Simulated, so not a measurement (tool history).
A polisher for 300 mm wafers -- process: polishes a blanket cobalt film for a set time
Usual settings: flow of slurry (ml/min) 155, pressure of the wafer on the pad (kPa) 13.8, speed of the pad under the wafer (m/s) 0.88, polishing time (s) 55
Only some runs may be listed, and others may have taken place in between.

run     day  flow of slurry (ml/min)  pressure of the wafer on the pad (kPa)  speed of the pad under the wafer (m/s)  polishing time (s)  wafers since the last listed run  wafers polished on this pad  hours since the slurry nozzle was cleaned  hours since the head pressure was calibrated  incoming thickness of the incoming film, nm  film removed (angstrom)
  1   0.000                      155                                    13.8                                    0.88                  55                                 0                          835                                       23.5                                         433.3                                       1511.2                     2600
      3.088  -- worn pad replaced by a new one
  2   3.108                      155                                    13.8                                    0.88                  55                               491                            3                                       98.1                                         507.9                                       1483.1                     2696
  3   4.000                      155                                    13.8                                    0.88                  55                               148                          152                                      119.5                                         529.3                                       1501.2                     2664
  4   5.154                      155                                    13.8                                    0.88                  55                               192                          345                                      147.2                                         557.0                                       1482.2                     2666
  5   6.425                      155                                    13.8                                    0.88                  55                               212                          557                                      177.7                                         587.5                                       1481.0                     2595
  6   9.475                      155                                    13.8                                    0.88                  55                               509                         1066                                      250.9                                         660.7                                       1473.0                     2657
  7  10.846                      155                                    13.8                                    0.88                  55                               228                         1295                                      283.8                                         693.6                                       1475.1                     2640
  8  12.238                      155                                    13.8                                    0.88                  55                               232                         1528                                      317.2                                         727.0                                       1486.8                     2676
     12.754  -- worn pad replaced by a new one
     13.492  -- slurry nozzle cleaned
  9  13.629                      155                                    13.8                                    0.88                  51                               197                          139                                        3.3                                         760.4                                       1457.5                     2503
 10  15.125                      155                                    13.8                                    0.88                  55                               249                          389                                       39.2                                         796.3                                       1499.6                     2727
 11  15.904                      155                                    13.8                                    0.88                  55                               130                          519                                       57.9                                         815.0                                       1476.7                     2664
 12  17.096                      155                                    13.8                                    0.88                  55                               199                          718                                       86.5                                         843.6                                       1475.1                     2648
 13  17.662                      155                                    13.8                                    0.88                  55                                94                          813                                      100.1                                         857.2                                       1461.6                     2642
 14  19.117                      155                                    13.8                                    0.74                  55                               242                         1055                                      135.0                                         892.1                                       1451.1                     2477
 15  19.829                      155                                    13.8                                    0.74                  55                               118                         1174                                      152.1                                         909.2                                       1448.2                     2413
     20.400  -- worn pad replaced by a new one
 16  20.438                      155                                    13.8                                    0.74                  55                                73                            5                                      166.7                                         923.8                                       1479.5                     2480
     21.342  -- head pressure recalibrated
 17  21.812                      155                                    13.8                                    0.88                  55                               215                          221                                      199.7                                          11.3                                       1471.5                     2527
 18  23.146                      155                                    13.8                                    0.88                  55                               222                          444                                      231.7                                          43.3                                       1469.8                     2547
 19  24.308                      155                                    13.8                                    0.60                  55                               194                          638                                      259.6                                          71.2                                       1506.5                     2030
 20  25.683                      155                                    17.9                                    0.88                  55                               229                          868                                      292.6                                         104.2                                       1462.2                     3064
 21  27.183                      135                                     9.0                                    0.96                  36                               250                         1118                                      328.6                                         140.2                                       1494.9                     1334
     28.296  -- slurry nozzle cleaned
 22  28.317                      205                                    13.8                                    1.18                  46                               182                         1300                                        0.5                                         167.4                                       1466.9                     2735
     28.912  -- worn pad replaced by a new one
 23  28.967                      155                                    13.8                                    0.88                  55                                80                            9                                       16.1                                         183.0                                       1502.3                     2591
 24  30.208                      155                                    15.9                                    0.88                  55                               207                          216                                       45.9                                         212.8                                       1470.4                     2855
 25  31.200                      200                                    13.8                                    0.88                  60                               165                          381                                       69.7                                         236.6                                       1462.1                     2876
 26  31.854                      155                                    10.3                                    0.88                  55                               109                          491                                       85.4                                         252.3                                       1478.2                     2166
 27  32.421                      130                                    15.2                                    0.88                  60                                94                          585                                       99.0                                         265.9                                       1506.1                     2850
 28  33.908                      205                                    10.3                                    0.68                  44                               248                          834                                      134.7                                         301.6                                       1491.8                     1573
 29  34.579                      155                                    13.8                                    0.88                  55                               112                          946                                      150.8                                         317.7                                       1475.1                     2649
 30  35.588                      155                                    13.8                                    0.88                  55                               168                         1114                                      175.0                                         341.9                                       1485.4                     2601
 31  36.596                      155                                    13.8                                    0.88                  55                               168                         1283                                      199.2                                         366.1                                       1474.6                     2624
 32  37.292                      115                                    13.8                                    1.10                  55                               116                         1399                                      215.9                                         382.8                                       1496.4                     2844
     38.450  -- worn pad replaced by a new one
 33  38.471                      155                                    13.8                                    0.88                  55                               169                            3                                      244.2                                         411.1                                       1490.8                     2608
     39.429  -- slurry nozzle cleaned
 34  39.579                      190                                    13.8                                    1.14                  55                               178                          181                                        3.6                                         437.7                                       1451.2                     3174
 35  40.238                      195                                    10.3                                    0.88                  55                               109                          291                                       19.4                                         453.5                                       1500.1                     2276
 36  41.179                      155                                    11.0                                    0.88                  55                               157                          448                                       42.0                                         476.1                                       1462.2                     2269
 37  41.688                      125                                    13.8                                    0.88                  55                                84                          533                                       54.2                                         488.3                                       1477.6                     2496
 38  42.367                      155                                    13.8                                    0.80                  55                               113                          647                                       70.5                                         504.6                                       1467.5                     2489

3 ways to go on from here, each from the tool as it stands after run 38. What would each give?
  A  42.383                      155                                    13.8                                    0.88                  55                                 2                          649                                       70.9                                         505.0                                       1484.7                        ?
  B  42.383                      155                                    17.2                                    0.88                  45                                 2                          649                                       70.9                                         505.0                                       1484.7                        ?
  C  42.383                      105                                    12.4                                    1.18                  62                                 2                          649                                       70.9                                         505.0                                       1484.7                        ?

run  film removed (angstrom)
  A                     2609
  B                     2483
  C                     3028
Take away the tool's hidden state, keep each run's random variation, and the runs would have read:
run  film removed (angstrom)
  A                     2510
  B                     2388
  C                     2913

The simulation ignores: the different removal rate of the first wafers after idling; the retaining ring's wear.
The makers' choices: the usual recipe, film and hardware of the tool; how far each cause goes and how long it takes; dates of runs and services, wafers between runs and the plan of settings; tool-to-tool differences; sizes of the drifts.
